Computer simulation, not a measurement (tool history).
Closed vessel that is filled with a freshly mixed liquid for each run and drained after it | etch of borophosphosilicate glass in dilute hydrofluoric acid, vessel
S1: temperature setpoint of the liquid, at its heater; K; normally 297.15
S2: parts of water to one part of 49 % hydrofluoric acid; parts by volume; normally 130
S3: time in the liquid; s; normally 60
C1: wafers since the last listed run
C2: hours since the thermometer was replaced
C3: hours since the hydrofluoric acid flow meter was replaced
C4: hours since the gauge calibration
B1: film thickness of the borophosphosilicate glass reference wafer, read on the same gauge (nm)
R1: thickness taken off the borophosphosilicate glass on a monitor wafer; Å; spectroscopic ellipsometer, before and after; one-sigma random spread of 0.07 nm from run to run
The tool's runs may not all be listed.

run,hour,S1,S2,S3,C1,C2,C3,C4,B1,R1
1,0.0,298.65,130,60,0,478.1,784.3,125.1,120.02,174.3
2,14.0,298.65,130,60,1894,492.1,798.3,139.1,119.96,176.0
# hour 16.2: gauge calibrated
3,44.7,295.65,130,60,4154,522.8,829.0,28.5,120.01,154.9
4,62.6,295.65,130,60,2422,540.7,846.9,46.4,120.02,155.2
5,69.7,294.65,130,60,960,547.8,854.0,53.5,120.01,149.9
6,78.2,297.15,130,60,1150,556.3,862.5,62.0,120.01,164.5
7,87.7,297.15,130,60,1285,565.8,872.0,71.5,119.95,164.8
# hour 98.3: thermometer replaced
8,99.0,297.15,145,80,1393,0.7,883.3,82.8,119.98,192.0
9,112.6,297.15,160,60,1840,14.3,896.9,96.4,120.03,128.6
10,119.0,297.15,160,60,866,20.7,903.3,102.8,120.01,127.0
# hour 123.8: hydrofluoric acid flow meter replaced
11,135.5,297.15,130,60,2097,37.2,11.7,119.3,120.04,171.5
12,143.3,297.15,130,60,1055,45.0,19.5,127.1,120.00,171.4
# hour 148.6: gauge calibrated
13,158.1,297.15,75,45,2002,59.8,34.3,9.5,119.98,239.3
14,169.8,301.65,190,85,1583,71.5,46.0,21.2,119.96,182.8
15,176.8,297.15,130,60,947,78.5,53.0,28.2,120.03,170.0
16,193.7,293.65,130,90,2286,95.4,69.9,45.1,119.98,223.9
17,200.1,293.15,130,60,866,101.8,76.3,51.5,119.98,146.4
18,209.4,297.15,130,60,1258,111.1,85.6,60.8,120.00,173.0
19,225.4,298.65,130,60,2165,127.1,101.6,76.8,119.99,181.6
20,235.7,297.15,150,45,1393,137.4,111.9,87.1,119.97,108.6
21,249.4,301.15,70,40,1853,151.1,125.6,100.8,120.01,267.5
22,261.5,300.15,160,90,1637,163.2,137.7,112.9,119.98,224.6
23,276.1,292.65,175,60,1975,177.8,152.3,127.5,120.00,100.7
24,282.1,297.15,130,80,811,183.8,158.3,133.5,120.00,227.4
# hour 295.1: gauge calibrated
25,297.9,294.65,85,90,2137,199.6,174.1,2.8,120.02,375.7

Hidden state at the last listed run before each entry between runs and at the first one after, where it differs:
After run 2, before run 3: gauge calibrated (hour 16.2)
  hydrofluoric acid flow below the setpoint (%): 3.92 -> 4.07
  measured minus no-state result, R1: -8.3 -> -7.6 Å
After run 7, before run 8: thermometer replaced (hour 98.3)
  hydrofluoric acid flow below the setpoint (%): 4.27 -> 4.33
  measured minus no-state result, R1: -8.5 -> -10.2 Å
After run 10, before run 11: hydrofluoric acid flow meter replaced (hour 123.8)
  hydrofluoric acid flow below the setpoint (%): 4.42 -> 0.159
  measured minus no-state result, R1: -7.0 -> -0.3 Å
After run 12, before run 13: gauge calibrated (hour 148.6)
  hydrofluoric acid flow below the setpoint (%): 0.197 -> 0.267
  measured minus no-state result, R1: -0.4 -> -0.7 Å
After run 24, before run 25: gauge calibrated (hour 295.1)
  hydrofluoric acid flow below the setpoint (%): 0.86 -> 0.935
  measured minus no-state result, R1: -2.3 -> -3.9 Å

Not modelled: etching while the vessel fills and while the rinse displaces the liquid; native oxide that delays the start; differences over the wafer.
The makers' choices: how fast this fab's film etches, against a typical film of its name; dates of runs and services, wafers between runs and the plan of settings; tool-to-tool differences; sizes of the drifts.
